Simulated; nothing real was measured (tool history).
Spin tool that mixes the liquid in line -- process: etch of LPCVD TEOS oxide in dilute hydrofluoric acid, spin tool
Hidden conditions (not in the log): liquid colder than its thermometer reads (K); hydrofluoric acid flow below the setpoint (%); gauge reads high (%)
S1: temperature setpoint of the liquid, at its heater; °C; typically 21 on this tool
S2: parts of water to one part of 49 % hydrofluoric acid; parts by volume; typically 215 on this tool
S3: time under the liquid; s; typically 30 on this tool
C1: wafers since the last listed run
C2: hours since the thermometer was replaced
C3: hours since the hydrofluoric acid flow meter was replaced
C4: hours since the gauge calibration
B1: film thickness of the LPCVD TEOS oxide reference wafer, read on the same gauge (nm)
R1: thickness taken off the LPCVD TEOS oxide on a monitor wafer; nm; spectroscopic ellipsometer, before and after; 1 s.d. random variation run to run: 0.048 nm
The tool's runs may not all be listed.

run	hour	S1	S2	S3	C1	C2	C3	C4	B1	R1
1	0	21	170	30	0	1997.9	853	1121.8	89.98	8.38
2	35.4	21	170	30	746	2033.3	888.4	1157.2	90.01	8.5
3	89.4	21	215	30	1138	2087.3	942.4	1211.2	90	6.42
4	148.7	21	215	30	1250	2146.6	1001.7	1270.5	89.99	6.39
5	364.1	21	215	30	4540	2362	1217.1	1485.9	90.02	6.41
6	404.3	21	215	30	847	2402.2	1257.3	1526.1	90	6.36
7	450.2	24.5	215	30	967	2448.1	1303.2	1572	90.01	7.26
8	491.8	21	215	30	876	2489.7	1344.8	1613.6	90	6.33
9	533.6	21	215	30	881	2531.5	1386.6	1655.4	89.98	6.38
10	558.1	21	215	30	516	2556	1411.1	1679.9	90	6.42
11	607.5	21	260	30	1041	2605.4	1460.5	1729.3	89.99	5.04
12	668.6	21	260	30	1287	2666.5	1521.6	1790.4	89.99	5.02
# hour 687.4: gauge calibrated
13	717.6	21	215	30	1032	2715.5	1570.6	30.2	90.02	6.33
# hour 766.7: hydrofluoric acid flow meter replaced
14	784.1	21	215	30	1380	2782	17.4	96.7	90.02	6.42
15	831.7	21	215	30	1003	2829.6	65	144.3	90	6.4
16	867.5	21	215	30	754	2865.4	100.8	180.1	90.01	6.31
17	911.5	17.5	160	30	927	2909.4	144.8	224.1	89.99	7.87
18	941.1	18	215	15	623	2939	174.4	253.7	89.99	2.82
# hour 952.9: thermometer replaced
19	1009.8	17	160	40	1427	56.9	243.1	322.4	90.01	10.25
20	1043.1	17	215	45	701	90.2	276.4	355.7	90.01	8.23
21	1094.1	22.5	165	45	1075	141.2	327.4	406.7	89.99	13.86
22	1163.9	18.5	215	30	1471	211	397.2	476.5	89.99	5.82
23	1292.4	18	215	15	2708	339.5	525.7	605	90.02	2.87
24	1351.2	21	290	30	1239	398.3	584.5	663.8	90.02	4.4
25	1402.1	21	185	40	1072	449.2	635.4	714.7	89.98	10.17
26	1438.3	23	305	30	763	485.4	671.6	750.9	89.95	4.44
27	1625.5	21	215	45	3946	672.6	858.8	938.1	90.01	9.7
28	1684.5	25.5	215	45	1243	731.6	917.8	997.1	90	11.17
29	1714.4	19	185	15	630	761.5	947.7	1027	89.97	3.51
30	1751.1	24.5	215	30	773	798.2	984.4	1063.7	90	7.22
31	1949.8	19.5	135	50	4188	996.9	1183.1	1262.4	89.99	17.63

What if the next run were any one of these 4? Each begins from the tool's condition after run 31:
A	1950.2	21	215	30	8	997.3	1183.5	1262.8	?	?
B	1950.2	21	295	30	8	997.3	1183.5	1262.8	?	?
C	1950.2	19	215	30	8	997.3	1183.5	1262.8	?	?
D	1950.2	22.5	315	20	8	997.3	1183.5	1262.8	?	?

run	B1	R1
A	90	6.37
B	90	4.3
C	90	5.9
D	90	2.78
Had the tool no hidden state, the same runs would have come out as:
run	R1
A	6.37
B	4.3
C	5.9
D	2.78
